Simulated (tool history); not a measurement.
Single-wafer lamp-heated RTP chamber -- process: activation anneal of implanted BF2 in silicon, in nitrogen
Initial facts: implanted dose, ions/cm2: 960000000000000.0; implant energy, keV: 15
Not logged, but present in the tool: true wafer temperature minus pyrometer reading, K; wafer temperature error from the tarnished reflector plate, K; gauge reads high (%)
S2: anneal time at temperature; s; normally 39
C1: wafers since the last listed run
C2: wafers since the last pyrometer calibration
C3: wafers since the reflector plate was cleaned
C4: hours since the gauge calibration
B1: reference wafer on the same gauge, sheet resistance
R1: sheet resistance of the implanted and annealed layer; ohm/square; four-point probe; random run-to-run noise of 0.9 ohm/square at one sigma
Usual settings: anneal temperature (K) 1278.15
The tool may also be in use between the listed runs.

{"run": 1, "day": 0.0, "anneal temperature (K)": 1271.15, "S2": 29, "C1": 0, "C2": 2107, "C3": 3623, "C4": 43.1, "B1": 170.12, "R1": 210.34}
{"run": 2, "day": 0.433, "anneal temperature (K)": 1271.15, "S2": 29, "C1": 112, "C2": 2219, "C3": 3735, "C4": 53.5, "B1": 169.63, "R1": 208.34}
{"run": 3, "day": 0.842, "anneal temperature (K)": 1271.15, "S2": 29, "C1": 105, "C2": 2325, "C3": 3841, "C4": 63.3, "B1": 169.89, "R1": 209.88}
{"run": 4, "day": 1.312, "anneal temperature (K)": 1270.15, "S2": 39, "C1": 122, "C2": 2447, "C3": 3963, "C4": 74.6, "B1": 170.05, "R1": 202.43}
{"run": 5, "day": 1.592, "anneal temperature (K)": 1270.15, "S2": 39, "C1": 72, "C2": 2520, "C3": 4035, "C4": 81.3, "B1": 170.08, "R1": 200.98}
{"run": 6, "day": 1.929, "anneal temperature (K)": 1270.15, "S2": 39, "C1": 87, "C2": 2607, "C3": 4123, "C4": 89.4, "B1": 170.02, "R1": 201.58}
{"run": 7, "day": 2.279, "anneal temperature (K)": 1278.15, "S2": 33, "C1": 90, "C2": 2698, "C3": 4214, "C4": 97.8, "B1": 169.85, "R1": 194.24}
{"run": 8, "day": 3.304, "anneal temperature (K)": 1278.15, "S2": 39, "C1": 265, "C2": 2964, "C3": 4480, "C4": 122.4, "B1": 169.65, "R1": 188.81}
{"run": 9, "day": 3.662, "anneal temperature (K)": 1278.15, "S2": 39, "C1": 92, "C2": 3057, "C3": 4573, "C4": 131.0, "B1": 170.02, "R1": 189.53}
{"run": 10, "day": 4.325, "anneal temperature (K)": 1278.15, "S2": 39, "C1": 171, "C2": 3229, "C3": 4745, "C4": 146.9, "B1": 170.06, "R1": 188.38}
{"run": 11, "day": 5.025, "anneal temperature (K)": 1278.15, "S2": 39, "C1": 181, "C2": 3410, "C3": 4926, "C4": 163.7, "B1": 170.09, "R1": 188.3}
{"day": 5.767, "done": "pyrometer window cleaned and pyrometer calibrated"}
{"run": 12, "day": 5.788, "anneal temperature (K)": 1253.15, "S2": 22, "C1": 111, "C2": 4, "C3": 5038, "C4": 182.0, "B1": 169.93, "R1": 258.11}
{"run": 13, "day": 6.179, "anneal temperature (K)": 1269.15, "S2": 54, "C1": 101, "C2": 106, "C3": 5139, "C4": 191.4, "B1": 169.79, "R1": 191.15}
{"run": 14, "day": 6.871, "anneal temperature (K)": 1278.15, "S2": 39, "C1": 179, "C2": 285, "C3": 5319, "C4": 208.0, "B1": 170.04, "R1": 188.93}
{"day": 6.971, "done": "gauge calibrated"}
{"day": 7.471, "done": "reflector plate cleaned"}
{"run": 15, "day": 7.483, "anneal temperature (K)": 1286.15, "S2": 22, "C1": 72, "C2": 358, "C3": 2, "C4": 12.3, "B1": 170.14, "R1": 196.88}
{"run": 16, "day": 7.808, "anneal temperature (K)": 1307.15, "S2": 46, "C1": 84, "C2": 442, "C3": 87, "C4": 20.1, "B1": 169.9, "R1": 157.75}
{"run": 17, "day": 8.125, "anneal temperature (K)": 1288.15, "S2": 54, "C1": 82, "C2": 524, "C3": 169, "C4": 27.7, "B1": 169.85, "R1": 168.98}
{"run": 18, "day": 8.625, "anneal temperature (K)": 1258.15, "S2": 27, "C1": 129, "C2": 654, "C3": 299, "C4": 39.7, "B1": 169.99, "R1": 239.45}
{"run": 19, "day": 9.05, "anneal temperature (K)": 1278.15, "S2": 22, "C1": 110, "C2": 764, "C3": 409, "C4": 49.9, "B1": 169.97, "R1": 211.71}
{"run": 20, "day": 9.7, "anneal temperature (K)": 1253.15, "S2": 47, "C1": 168, "C2": 933, "C3": 577, "C4": 65.5, "B1": 170.2, "R1": 225.27}
{"run": 21, "day": 10.154, "anneal temperature (K)": 1278.15, "S2": 39, "C1": 117, "C2": 1051, "C3": 695, "C4": 76.4, "B1": 169.91, "R1": 188.22}
{"run": 22, "day": 10.771, "anneal temperature (K)": 1278.15, "S2": 39, "C1": 159, "C2": 1211, "C3": 855, "C4": 91.2, "B1": 169.95, "R1": 190.2}
{"run": 23, "day": 11.275, "anneal temperature (K)": 1268.15, "S2": 39, "C1": 130, "C2": 1342, "C3": 986, "C4": 103.3, "B1": 170.17, "R1": 204.85}

Forecast each of these 5 alternatives for the next run:
{"run": "A", "day": 11.292, "anneal temperature (K)": 1278.15, "S2": 39, "C1": 4, "C2": 1346, "C3": 990, "C4": 103.7, "B1": "?", "R1": "?"}
{"run": "B", "day": 11.292, "anneal temperature (K)": 1291.15, "S2": 50, "C1": 4, "C2": 1346, "C3": 990, "C4": 103.7, "B1": "?", "R1": "?"}
{"run": "C", "day": 11.292, "anneal temperature (K)": 1265.15, "S2": 23, "C1": 4, "C2": 1346, "C3": 990, "C4": 103.7, "B1": "?", "R1": "?"}
{"run": "D", "day": 11.292, "anneal temperature (K)": 1297.15, "S2": 50, "C1": 4, "C2": 1346, "C3": 990, "C4": 103.7, "B1": "?", "R1": "?"}
{"run": "E", "day": 11.292, "anneal temperature (K)": 1259.15, "S2": 61, "C1": 4, "C2": 1346, "C3": 990, "C4": 103.7, "B1": "?", "R1": "?"}

run=A B1=170.02 R1=188.40
run=B B1=170.02 R1=166.87
run=C B1=170.02 R1=229.66
run=D B1=170.02 R1=161.86
run=E B1=170.02 R1=201.23
What these runs would have given with no unlogged condition in the tool:
run=A R1=188.40
run=B R1=166.87
run=C R1=229.66
run=D R1=161.86
run=E R1=201.23

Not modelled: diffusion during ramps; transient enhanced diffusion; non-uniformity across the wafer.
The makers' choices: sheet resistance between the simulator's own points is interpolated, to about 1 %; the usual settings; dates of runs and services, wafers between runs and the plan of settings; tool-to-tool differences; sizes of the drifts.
